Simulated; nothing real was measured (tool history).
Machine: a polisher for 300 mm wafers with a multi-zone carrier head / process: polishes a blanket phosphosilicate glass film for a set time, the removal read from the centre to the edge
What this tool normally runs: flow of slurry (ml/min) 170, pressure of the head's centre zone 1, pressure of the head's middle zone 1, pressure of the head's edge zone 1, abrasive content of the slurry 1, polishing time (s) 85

| run | hour | flow of slurry (ml/min) | pressure of the head's centre zone | pressure of the head's middle zone | pressure of the head's edge zone | abrasive content of the slurry | polishing time (s) | incoming thickness of the incoming film, nm | film removed at the wafer's centre (nm) | film removed at mid-radius (nm) | film removed at the wafer's edge (nm) |
|---|---|---|---|---|---|---|---|---|---|---|---|
| 1 | 0 | 170 | 1 | 1 | 1 | 1.1 | 85 | 4297.5 | 440.4 | 465.1 | 465 |
|  | 76.9 | worn pad replaced by a new one |
| 2 | 95.7 | 170 | 1 | 1 | 1 | 1.1 | 85 | 4255.9 | 450.8 | 477.7 | 472.7 |
|  | 150 | slurry nozzle cleaned |
| 3 | 193.3 | 170 | 1.09 | 1 | 1 | 1 | 85 | 4217.3 | 480.9 | 472.9 | 457.4 |
| 4 | 231.1 | 170 | 1.09 | 1 | 1 | 1 | 85 | 4356.5 | 478.7 | 461.1 | 444 |
|  | 277.9 | worn pad replaced by a new one |
| 5 | 290 | 170 | 1 | 1 | 1 | 1 | 85 | 4299.4 | 447.4 | 479.2 | 463.6 |
| 6 | 344.9 | 170 | 1 | 1 | 1 | 1 | 85 | 4321.3 | 442.8 | 462.2 | 465.3 |
| 7 | 407.6 | 170 | 1 | 1 | 1 | 1 | 85 | 4272.1 | 421.9 | 454.8 | 446.2 |
|  | 411.4 | centre zone pressure recalibrated |
| 8 | 485.4 | 170 | 1 | 1 | 1 | 1 | 85 | 4280 | 414.5 | 434.6 | 440.8 |
|  | 498.1 | worn pad replaced by a new one |
| 9 | 556.2 | 170 | 1 | 1 | 1 | 1 | 85 | 4278.5 | 429.2 | 448.5 | 453.5 |
| 10 | 605 | 170 | 1 | 1 | 0.95 | 1.3 | 85 | 4251.8 | 463.8 | 491.4 | 474.9 |
| 11 | 664.8 | 170 | 1 | 1.03 | 0.96 | 1 | 85 | 4329.4 | 417.6 | 447 | 435.6 |
|  | 671.5 | carrier head's membrane replaced by a new one |
|  | 691.4 | slurry nozzle cleaned |
|  | 698.6 | worn pad replaced by a new one |
| 12 | 704.3 | 140 | 1 | 1.1 | 1 | 1 | 85 | 4299.4 | 449.1 | 518.9 | 479.8 |
|  | 745.7 | edge zone pressure recalibrated |
| 13 | 756.8 | 170 | 0.97 | 1 | 1 | 1 | 101 | 4265 | 534.7 | 570.7 | 564.4 |
| 14 | 810.5 | 110 | 1 | 1 | 1 | 1 | 114 | 4289.5 | 533 | 564.4 | 581.3 |
| 15 | 847.5 | 170 | 1 | 1 | 1 | 1 | 85 | 4291.8 | 430.4 | 460.5 | 460.1 |
| 16 | 922.7 | 170 | 1 | 1 | 1 | 1.1 | 85 | 4249.1 | 440.3 | 460.1 | 456.9 |
|  | 933.2 | worn pad replaced by a new one |
| 17 | 1000.4 | 110 | 1 | 1 | 1 | 1 | 114 | 4360 | 515.1 | 545.6 | 568.5 |
| 18 | 1057 | 210 | 1 | 1 | 1 | 0.8 | 85 | 4319.4 | 411.9 | 437.7 | 423.9 |

4 options for the next run, each taken on its own from the tool as it stands now. Forecast them:
| A | 1057.5 | 170 | 1.1 | 1 | 1 | 1 | 85 | 4355.2 | ? | ? | ? |
| B | 1057.5 | 120 | 1 | 1 | 1 | 1 | 97 | 4355.2 | ? | ? | ? |
| C | 1057.5 | 170 | 0.97 | 1.04 | 1 | 1.15 | 85 | 4355.2 | ? | ? | ? |
| D | 1057.5 | 170 | 1 | 0.92 | 1 | 1 | 70 | 4355.2 | ? | ? | ? |

| run | film removed at the wafer's centre (nm) | film removed at mid-radius (nm) | film removed at the wafer's edge (nm) |
|---|---|---|---|
| A | 470.1 | 455.1 | 446.5 |
| B | 442.9 | 472.9 | 478 |
| C | 444.3 | 496.1 | 470.3 |
| D | 356.1 | 349.7 | 368.1 |
Stripped of hidden state, with their random variation kept, the same runs would have yielded:
| run | film removed at the wafer's centre (nm) | film removed at mid-radius (nm) | film removed at the wafer's edge (nm) |
|---|---|---|---|
| A | 527.6 | 506.4 | 487.7 |
| B | 512.5 | 539.6 | 529.8 |
| C | 498.7 | 552 | 513.7 |
| D | 399.7 | 389 | 402.1 |

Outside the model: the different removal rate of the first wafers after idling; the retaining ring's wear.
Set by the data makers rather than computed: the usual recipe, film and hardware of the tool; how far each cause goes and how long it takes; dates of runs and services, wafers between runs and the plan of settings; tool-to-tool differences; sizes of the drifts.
